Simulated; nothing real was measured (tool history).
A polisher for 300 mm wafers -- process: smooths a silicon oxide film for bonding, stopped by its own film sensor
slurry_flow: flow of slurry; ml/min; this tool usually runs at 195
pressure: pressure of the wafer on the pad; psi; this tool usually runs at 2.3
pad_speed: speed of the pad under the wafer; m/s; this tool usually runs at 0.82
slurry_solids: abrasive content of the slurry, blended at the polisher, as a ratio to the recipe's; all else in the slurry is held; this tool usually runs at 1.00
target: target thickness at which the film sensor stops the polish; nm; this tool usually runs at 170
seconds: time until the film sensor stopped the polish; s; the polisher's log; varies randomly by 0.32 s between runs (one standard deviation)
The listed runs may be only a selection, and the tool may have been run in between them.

| run | day | slurry_flow | pressure | pad_speed | slurry_solids | target | wafers since the last listed run | wafers polished on this pad | hours since the slurry nozzle was cleaned | hours since the head pressure was calibrated | hours since the slurry blender was calibrated | incoming thickness of the incoming film, nm | seconds |
|---|---|---|---|---|---|---|---|---|---|---|---|---|---|
| 1 | 0.000 | 195 | 2.3 | 0.82 | 0.85 | 170 | 0 | 2887 | 228.9 | 688.8 | 239.8 | 197.5 | 47.8 |
| 2 | 1.667 | 195 | 2.3 | 0.82 | 0.85 | 170 | 619 | 3507 | 268.9 | 728.8 | 279.8 | 197.1 | 47.5 |
|  | 2.412 | slurry blender recalibrated |
|  | 2.575 | worn pad replaced by a new one |
|  | 3.012 | slurry nozzle cleaned |
| 3 | 5.250 | 195 | 2.3 | 0.82 | 1.00 | 170 | 1225 | 979 | 53.7 | 814.8 | 68.1 | 198.6 | 42.6 |
| 4 | 9.408 | 195 | 2.3 | 0.82 | 1.00 | 170 | 1546 | 2525 | 153.5 | 914.6 | 167.9 | 196.1 | 39.8 |
|  | 11.917 | slurry blender recalibrated |
| 5 | 12.167 | 195 | 2.3 | 0.82 | 1.00 | 170 | 994 | 3520 | 219.7 | 980.8 | 6.0 | 198.4 | 42.0 |
|  | 14.167 | worn pad replaced by a new one |
|  | 14.371 | slurry nozzle cleaned |
| 6 | 15.558 | 195 | 2.3 | 0.82 | 1.05 | 170 | 1184 | 502 | 28.5 | 1062.2 | 87.4 | 202.1 | 46.3 |
| 7 | 17.804 | 195 | 2.3 | 0.82 | 1.05 | 170 | 835 | 1338 | 82.4 | 1116.1 | 141.3 | 196.9 | 39.3 |
|  | 19.375 | head pressure recalibrated |
|  | 22.229 | slurry blender recalibrated |
|  | 26.308 | worn pad replaced by a new one |
|  | 26.629 | slurry nozzle cleaned |
| 8 | 27.329 | 195 | 2.3 | 0.82 | 1.00 | 170 | 3403 | 363 | 16.8 | 190.9 | 122.4 | 202.6 | 44.4 |
| 9 | 30.083 | 195 | 2.3 | 0.82 | 1.00 | 170 | 1024 | 1388 | 82.9 | 257.0 | 188.5 | 198.6 | 40.1 |
| 10 | 32.200 | 195 | 2.3 | 0.60 | 1.00 | 160 | 787 | 2175 | 133.7 | 307.8 | 239.3 | 198.7 | 70.0 |
|  | 32.946 | slurry blender recalibrated |
| 11 | 35.146 | 195 | 2.3 | 0.82 | 1.00 | 170 | 1064 | 3240 | 204.4 | 378.5 | 52.8 | 203.3 | 45.8 |
|  | 36.542 | worn pad replaced by a new one |
|  | 38.421 | slurry nozzle cleaned |
| 12 | 42.496 | 150 | 2.8 | 0.82 | 1.25 | 170 | 2656 | 2199 | 97.8 | 554.9 | 229.2 | 201.3 | 33.5 |
|  | 42.846 | slurry blender recalibrated |
| 13 | 45.042 | 175 | 2.3 | 0.94 | 1.20 | 170 | 915 | 3115 | 158.9 | 616.0 | 52.7 | 201.6 | 35.7 |
| 14 | 48.304 | 195 | 1.6 | 0.82 | 0.75 | 170 | 1213 | 4329 | 237.2 | 694.3 | 131.0 | 196.6 | 71.7 |
|  | 48.383 | slurry nozzle cleaned |
|  | 48.742 | worn pad replaced by a new one |
| 15 | 52.612 | 155 | 2.3 | 0.82 | 0.80 | 170 | 1525 | 1439 | 101.5 | 797.7 | 234.4 | 200.4 | 56.7 |

Run 16 is up next; what results do you expect?
|  | 54.850 | slurry blender recalibrated |
| 16 | 55.125 | 215 | 2.3 | 0.82 | 1.00 | 170 | 903 | 2342 | 161.8 | 858.0 | 6.6 | 198.8 | ? |

{"run 16": {"seconds": 39.9}}
On a tool with no hidden condition, and with the same random variation, this run would have come out at seconds 37.3 s.

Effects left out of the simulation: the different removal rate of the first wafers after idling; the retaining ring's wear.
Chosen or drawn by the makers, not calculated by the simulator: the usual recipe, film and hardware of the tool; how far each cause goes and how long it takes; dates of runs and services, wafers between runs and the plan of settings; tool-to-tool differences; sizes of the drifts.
